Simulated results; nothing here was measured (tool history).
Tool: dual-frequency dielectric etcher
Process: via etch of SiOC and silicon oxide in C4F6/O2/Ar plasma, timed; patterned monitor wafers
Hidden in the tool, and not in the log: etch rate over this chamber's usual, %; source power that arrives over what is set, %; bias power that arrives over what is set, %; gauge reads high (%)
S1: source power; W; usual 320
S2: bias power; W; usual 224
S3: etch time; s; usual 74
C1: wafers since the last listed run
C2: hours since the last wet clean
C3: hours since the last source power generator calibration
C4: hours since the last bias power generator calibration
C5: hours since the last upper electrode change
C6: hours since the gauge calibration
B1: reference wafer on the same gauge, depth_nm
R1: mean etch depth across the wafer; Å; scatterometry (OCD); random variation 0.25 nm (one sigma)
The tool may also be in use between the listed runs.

{"run": 1, "hour": 0.0, "S1": 320, "S2": 224, "S3": 74, "C1": 0, "C2": 478.9, "C3": 3962.4, "C4": 4310.1, "C5": 4677.4, "C6": 93.9, "B1": 93.9, "R1": 827}
{"run": 2, "hour": 17.1, "S1": 320, "S2": 224, "S3": 74, "C1": 202, "C2": 496, "C3": 3979.5, "C4": 4327.2, "C5": 4694.5, "C6": 111, "B1": 94, "R1": 820}
{"run": 3, "hour": 32.8, "S1": 320, "S2": 224, "S3": 74, "C1": 185, "C2": 511.7, "C3": 3995.2, "C4": 4342.9, "C5": 4710.2, "C6": 126.7, "B1": 94, "R1": 822}
{"run": 4, "hour": 40.8, "S1": 320, "S2": 224, "S3": 74, "C1": 94, "C2": 519.7, "C3": 4003.2, "C4": 4350.9, "C5": 4718.2, "C6": 134.7, "B1": 94, "R1": 828}
{"hour": 66.4, "done": "upper electrode replaced, of another model than before"}
{"run": 5, "hour": 66.9, "S1": 320, "S2": 224, "S3": 74, "C1": 24, "C2": 545.8, "C3": 4029.3, "C4": 4377, "C5": 0.5, "C6": 160.8, "B1": 94, "R1": 825}
{"hour": 71.0, "done": "source power generator calibrated"}
{"run": 6, "hour": 71.5, "S1": 320, "S2": 224, "S3": 74, "C1": 7, "C2": 550.4, "C3": 0.5, "C4": 4381.6, "C5": 5.1, "C6": 165.4, "B1": 94, "R1": 830}
{"hour": 84.6, "done": "bias power generator calibrated"}
{"hour": 93.2, "done": "gauge calibrated"}
{"hour": 96.2, "done": "wet clean of the chamber"}
{"run": 7, "hour": 96.7, "S1": 320, "S2": 224, "S3": 74, "C1": 113, "C2": 0.5, "C3": 25.7, "C4": 12.1, "C5": 30.3, "C6": 3.5, "B1": 94, "R1": 793}
{"run": 8, "hour": 105.4, "S1": 280, "S2": 194, "S3": 92.5, "C1": 102, "C2": 9.2, "C3": 34.4, "C4": 20.8, "C5": 39, "C6": 12.2, "B1": 94.1, "R1": 933}
{"run": 9, "hour": 122.2, "S1": 380, "S2": 178, "S3": 52, "C1": 198, "C2": 26, "C3": 51.2, "C4": 37.6, "C5": 55.8, "C6": 29, "B1": 94, "R1": 557}
{"run": 10, "hour": 137.3, "S1": 320, "S2": 224, "S3": 74, "C1": 178, "C2": 41.1, "C3": 66.3, "C4": 52.7, "C5": 70.9, "C6": 44.1, "B1": 94, "R1": 793}
{"run": 11, "hour": 154.0, "S1": 320, "S2": 224, "S3": 74, "C1": 197, "C2": 57.8, "C3": 83, "C4": 69.4, "C5": 87.6, "C6": 60.8, "B1": 94, "R1": 789}
{"run": 12, "hour": 171.2, "S1": 240, "S2": 224, "S3": 81, "C1": 203, "C2": 75, "C3": 100.2, "C4": 86.6, "C5": 104.8, "C6": 78, "B1": 94, "R1": 816}
{"run": 13, "hour": 188.5, "S1": 260, "S2": 177, "S3": 74, "C1": 204, "C2": 92.3, "C3": 117.5, "C4": 103.9, "C5": 122.1, "C6": 95.3, "B1": 94, "R1": 727}
{"run": 14, "hour": 196.4, "S1": 320, "S2": 224, "S3": 74, "C1": 93, "C2": 100.2, "C3": 125.4, "C4": 111.8, "C5": 130, "C6": 103.2, "B1": 94, "R1": 789}

4 ways to go on from here, each from the tool as it stands after run 14. What would each give?
{"run": "A", "hour": 196.8, "S1": 320, "S2": 224, "S3": 74, "C1": 4, "C2": 100.6, "C3": 125.8, "C4": 112.2, "C5": 130.4, "C6": 103.6, "B1": "?", "R1": "?"}
{"run": "B", "hour": 196.8, "S1": 370, "S2": 224, "S3": 74, "C1": 4, "C2": 100.6, "C3": 125.8, "C4": 112.2, "C5": 130.4, "C6": 103.6, "B1": "?", "R1": "?"}
{"run": "C", "hour": 196.8, "S1": 380, "S2": 224, "S3": 56.5, "C1": 4, "C2": 100.6, "C3": 125.8, "C4": 112.2, "C5": 130.4, "C6": 103.6, "B1": "?", "R1": "?"}
{"run": "D", "hour": 196.8, "S1": 290, "S2": 224, "S3": 74, "C1": 4, "C2": 100.6, "C3": 125.8, "C4": 112.2, "C5": 130.4, "C6": 103.6, "B1": "?", "R1": "?"}

run=A B1=94 R1=794
run=B B1=94 R1=821
run=C B1=94 R1=631
run=D B1=94 R1=777
Without the tool's hidden state the same runs would have given:
run=A R1=790
run=B R1=817
run=C R1=628
run=D R1=773

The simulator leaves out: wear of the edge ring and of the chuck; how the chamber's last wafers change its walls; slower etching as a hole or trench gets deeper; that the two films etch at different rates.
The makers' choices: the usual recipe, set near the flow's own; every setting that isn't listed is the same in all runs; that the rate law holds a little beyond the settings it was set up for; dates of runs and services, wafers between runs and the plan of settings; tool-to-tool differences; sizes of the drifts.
